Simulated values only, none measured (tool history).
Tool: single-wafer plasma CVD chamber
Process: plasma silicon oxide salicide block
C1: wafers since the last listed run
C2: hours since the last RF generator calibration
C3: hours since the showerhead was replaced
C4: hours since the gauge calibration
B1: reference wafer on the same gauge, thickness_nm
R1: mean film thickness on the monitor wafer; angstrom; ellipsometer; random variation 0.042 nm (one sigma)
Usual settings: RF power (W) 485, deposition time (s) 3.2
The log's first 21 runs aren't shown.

{"day": 9.283, "done": "gauge calibrated"}
{"run": 22, "day": 9.721, "RF power (W)": 485, "deposition time (s)": 2.79, "C1": 394, "C2": 1819.8, "C3": 72.4, "C4": 10.5, "B1": 22.583, "R1": 240.62}
{"run": 23, "day": 11.225, "RF power (W)": 430, "deposition time (s)": 3.65, "C1": 906, "C2": 1855.9, "C3": 108.5, "C4": 46.6, "B1": 22.604, "R1": 306.83}
{"day": 11.833, "done": "RF generator calibrated"}
{"run": 24, "day": 11.854, "RF power (W)": 575, "deposition time (s)": 3.84, "C1": 178, "C2": 0.5, "C3": 123.6, "C4": 61.7, "B1": 22.596, "R1": 351.95}
{"run": 25, "day": 12.521, "RF power (W)": 485, "deposition time (s)": 3.2, "C1": 401, "C2": 16.5, "C3": 139.6, "C4": 77.7, "B1": 22.598, "R1": 281.99}
{"run": 26, "day": 12.904, "RF power (W)": 525, "deposition time (s)": 3.39, "C1": 230, "C2": 25.7, "C3": 148.8, "C4": 86.9, "B1": 22.592, "R1": 304.35}
{"run": 27, "day": 13.646, "RF power (W)": 485, "deposition time (s)": 3.2, "C1": 446, "C2": 43.5, "C3": 166.6, "C4": 104.7, "B1": 22.605, "R1": 281.95}
{"run": 28, "day": 14.375, "RF power (W)": 485, "deposition time (s)": 3.2, "C1": 439, "C2": 61, "C3": 184.1, "C4": 122.2, "B1": 22.592, "R1": 281.54}
{"run": 29, "day": 14.629, "RF power (W)": 485, "deposition time (s)": 3.57, "C1": 153, "C2": 67.1, "C3": 190.2, "C4": 128.3, "B1": 22.587, "R1": 314.15}
{"run": 30, "day": 14.938, "RF power (W)": 545, "deposition time (s)": 2.63, "C1": 185, "C2": 74.5, "C3": 197.6, "C4": 135.7, "B1": 22.592, "R1": 238.36}
{"run": 31, "day": 15.629, "RF power (W)": 550, "deposition time (s)": 3.2, "C1": 416, "C2": 91.1, "C3": 214.2, "C4": 152.3, "B1": 22.589, "R1": 289.76}
{"run": 32, "day": 16.288, "RF power (W)": 435, "deposition time (s)": 2.77, "C1": 396, "C2": 106.9, "C3": 230, "C4": 168.1, "B1": 22.602, "R1": 237.76}

Forecast each of these 5 alternatives for the next run:
{"run": "A", "day": 16.304, "RF power (W)": 485, "deposition time (s)": 3.66, "C1": 10, "C2": 107.3, "C3": 230.4, "C4": 168.5, "B1": "?", "R1": "?"}
{"run": "B", "day": 16.304, "RF power (W)": 455, "deposition time (s)": 3.2, "C1": 10, "C2": 107.3, "C3": 230.4, "C4": 168.5, "B1": "?", "R1": "?"}
{"run": "C", "day": 16.304, "RF power (W)": 510, "deposition time (s)": 3.7, "C1": 10, "C2": 107.3, "C3": 230.4, "C4": 168.5, "B1": "?", "R1": "?"}
{"run": "D", "day": 16.304, "RF power (W)": 485, "deposition time (s)": 2.95, "C1": 10, "C2": 107.3, "C3": 230.4, "C4": 168.5, "B1": "?", "R1": "?"}
{"run": "E", "day": 16.304, "RF power (W)": 420, "deposition time (s)": 3.82, "C1": 10, "C2": 107.3, "C3": 230.4, "C4": 168.5, "B1": "?", "R1": "?"}

run=A B1=22.594 R1=321.47
run=B B1=22.594 R1=276.99
run=C B1=22.594 R1=328.8
run=D B1=22.594 R1=259.11
run=E B1=22.594 R1=324.75
Without the tool's hidden state the same runs would have given:
run=A R1=322.39
run=B R1=277.78
run=C R1=329.74
run=D R1=259.85
run=E R1=325.68
